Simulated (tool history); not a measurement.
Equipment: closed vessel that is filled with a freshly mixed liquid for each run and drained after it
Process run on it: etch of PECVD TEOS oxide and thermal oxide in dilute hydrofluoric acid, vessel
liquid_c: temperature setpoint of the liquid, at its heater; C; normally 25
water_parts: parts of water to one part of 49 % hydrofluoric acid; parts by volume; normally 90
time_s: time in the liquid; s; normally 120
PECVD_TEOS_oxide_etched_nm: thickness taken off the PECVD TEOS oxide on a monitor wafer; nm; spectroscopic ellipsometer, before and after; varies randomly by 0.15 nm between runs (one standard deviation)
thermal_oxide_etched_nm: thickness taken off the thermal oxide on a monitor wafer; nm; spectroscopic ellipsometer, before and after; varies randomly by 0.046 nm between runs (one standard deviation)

run   hour  liquid_c  water_parts  time_s  read-back film thickness of the PECVD TEOS oxide reference wafer, read on the same gauge (nm)  read-back film thickness of the thermal oxide reference wafer, read on the same gauge (nm)  PECVD_TEOS_oxide_etched_nm  thermal_oxide_etched_nm
  1      0        25           90     140                                                                                            150                                                                                          40                       23.12                     5.95
  2     17        25           90     140                                                                                            150                                                                                          40                       22.84                     5.89
  3   24.8      26.5           90     120                                                                                         149.98                                                                                       40.01                       20.65                     5.39
  4   34.8      26.5           90     120                                                                                         149.99                                                                                       40.01                       20.66                     5.37
  5   42.8        25           90     120                                                                                         150.01                                                                                       40.01                       19.57                     5.09
  6     56        25           90     120                                                                                            150                                                                                       40.01                       19.57                      5.1
  7   68.3        25           90     120                                                                                         150.02                                                                                       40.01                       19.28                     5.03
      81.5  -- hydrofluoric acid flow meter replaced
  8     82        25           90     120                                                                                            150                                                                                       40.01                       22.05                     5.72
  9   88.1        23           80     140                                                                                         150.03                                                                                       39.98                       26.83                     6.85
 10   94.4        25           90     120                                                                                         150.01                                                                                          40                       22.04                     5.69
 11  106.6        25           90     120                                                                                         149.98                                                                                       39.98                       21.64                     5.63
 12  120.1        25           90     120                                                                                         150.01                                                                                          40                       21.71                     5.69
 13  132.8      22.5           90     160                                                                                         150.02                                                                                          40                       26.29                     6.78
     133.2  -- gauge calibrated
 14  143.7      20.5          105     180                                                                                         150.01                                                                                       40.03                       22.89                     5.95
 15  155.3        28          120     120                                                                                         149.97                                                                                       40.01                       17.66                      4.5
     161.5  -- thermometer replaced
 16  167.4        25           70     120                                                                                            150                                                                                       40.01                       28.29                     7.41
 17    183        25           90      85                                                                                         149.99                                                                                          40                       15.42                     3.93
 18  194.9        29           90     120                                                                                            150                                                                                          40                        25.3                     6.54
 19  209.3        25           90     120                                                                                         150.01                                                                                       39.99                       21.19                     5.53
 20  215.7        23           65      55                                                                                            150                                                                                       39.99                       13.12                     3.36
 21  230.9        21           60     160                                                                                            150                                                                                       39.99                       37.51                     9.73
 22  239.1        25          110     120                                                                                         149.99                                                                                       39.99                       17.02                     4.44
 23  245.4      22.5          125     180                                                                                         149.99                                                                                       39.98                       20.28                     5.22
 24  254.9      28.5          105     120                                                                                         150.01                                                                                          40                       20.37                     5.26
 25  271.3        25           90     120                                                                                            150                                                                                       40.02                       21.19                     5.52

Measured result minus the same run's result without the hidden state. Both carry the same run-to-run variation, though not necessarily the same gauge scatter:
Hidden state at play: liquid colder than its thermometer reads (K); hydrofluoric acid flow below the setpoint (%); gauge reads high (%).
run  PECVD_TEOS_oxide_etched_nm  thermal_oxide_etched_nm
  1                       -3.06                    -0.79
  2                       -3.09                    -0.79
  3                       -2.84                    -0.74
  4                       -2.89                    -0.75
  5                       -2.76                    -0.71
  6                        -2.8                    -0.73
  7                       -2.81                    -0.73
  8                       -0.28                    -0.07
  9                       -0.36                     -0.1
 10                       -0.32                    -0.08
 11                       -0.37                     -0.1
 12                       -0.41                     -0.1
 13                       -0.55                    -0.14
 14                       -0.52                    -0.14
 15                       -0.45                    -0.11
 16                       -0.73                     -0.2
 17                       -0.45                    -0.11
 18                       -0.79                     -0.2
 19                       -0.71                    -0.18
 20                       -0.44                    -0.11
 21                       -1.33                    -0.34
 22                       -0.66                    -0.17
 23                       -0.82                    -0.21
 24                       -0.86                    -0.22
 25                       -0.93                    -0.24

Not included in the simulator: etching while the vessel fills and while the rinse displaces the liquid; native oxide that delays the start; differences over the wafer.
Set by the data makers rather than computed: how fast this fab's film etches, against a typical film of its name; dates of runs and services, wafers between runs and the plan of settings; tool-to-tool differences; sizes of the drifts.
